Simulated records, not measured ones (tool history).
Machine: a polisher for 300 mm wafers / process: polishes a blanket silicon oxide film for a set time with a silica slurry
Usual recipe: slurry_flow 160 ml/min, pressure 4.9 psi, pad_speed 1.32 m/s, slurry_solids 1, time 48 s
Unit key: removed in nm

run    hour  slurry_flow  pressure  pad_speed  slurry_solids  time  incoming thickness of the incoming film, nm  removed
  1       0          160       4.9       1.32           0.85    48                                         1872    223.5
       17.1  -- conditioning disc replaced and pad reconditioned
       31.6  -- slurry blender recalibrated
      163.5  -- worn pad replaced by a new one
  2   170.2          160       4.9       1.32              1    48                                         1839    242.9
  3   216.6          160       4.9       1.32              1    48                                       1873.3      236
  4   286.1          160       4.9       1.32              1    48                                       1852.9    228.7
      342.6  -- slurry nozzle cleaned
  5   353.7          160       4.9       1.32              1    48                                       1809.7    240.1
  6   385.6          160       4.9       1.32              1    48                                       1845.2    240.5
      436.8  -- conditioning disc replaced and pad reconditioned
  7   482.7          195         4       1.08              1    53                                       1858.8    190.3
  8   539.1          215       6.1        1.6           1.25    48                                       1856.8    368.4
      569.3  -- slurry blender recalibrated
  9   589.8          180       4.9       1.52           1.15    62                                       1835.1    350.4
      599.6  -- worn pad replaced by a new one
 10     646          160       4.9       1.32              1    37                                       1843.5    185.7
      661.3  -- head pressure recalibrated
 11   707.2          185       4.9       1.32              1    40                                         1828    199.8
 12   750.1          160       4.9       1.32              1    48                                       1825.3      225
 13   813.4          130       4.9        1.2              1    48                                       1851.3    190.9
      844.2  -- slurry nozzle cleaned
 14   881.7          160       4.9       1.32              1    35                                       1854.1    171.9
      923.6  -- conditioning disc replaced and pad reconditioned
 15   946.3          160       4.9       1.32              1    65                                       1866.1    315.5
 16  1013.4          130       4.9        1.2              1    48                                       1852.2    204.3
     1021.7  -- worn pad replaced by a new one
     1028.4  -- slurry blender recalibrated
 17  1038.6          215       4.9       1.32            1.2    57                                       1826.8    319.6
 18    1088          160       4.9       1.46              1    59                                         1851    319.4
 19    1135          160       4.9       1.32              1    48                                       1809.8    235.6
     1229.3  -- slurry nozzle cleaned
 20    1231          160       4.9       1.32            1.1    48                                       1863.8    246.3
 21  1262.3          145       4.9       1.32            1.3    48                                       1835.9    257.5
     1307.1  -- conditioning disc replaced and pad reconditioned
 22  1307.7          160       4.9       1.32            0.8    48                                       1808.3    214.9
 23    1370          140       4.9       1.32              1    48                                         1838    224.2
 24  1424.3          120       6.4       1.32              1    48                                       1863.6    277.1
     1483.6  -- slurry blender recalibrated
 25  1491.3          160       6.4       1.32              1    42                                       1862.2    249.3
     1498.1  -- worn pad replaced by a new one
 26  1537.9          160       4.9       1.32              1    48                                       1860.4    237.5

Forecast each of these 3 alternatives for the next run:
  A  1538.3          160       4.9       1.32              1    48                                       1843.2        ?
  B  1538.3          160       3.7       1.52              1    48                                       1843.2        ?
  C  1538.3          135       5.4        1.6              1    48                                       1843.2        ?

run  removed
  A    237.4
  B    205.7
  C    293.4
Stripped of hidden state, with their random variation kept, the same runs would have yielded:
run  removed
  A    249.7
  B    216.3
  C    310.4

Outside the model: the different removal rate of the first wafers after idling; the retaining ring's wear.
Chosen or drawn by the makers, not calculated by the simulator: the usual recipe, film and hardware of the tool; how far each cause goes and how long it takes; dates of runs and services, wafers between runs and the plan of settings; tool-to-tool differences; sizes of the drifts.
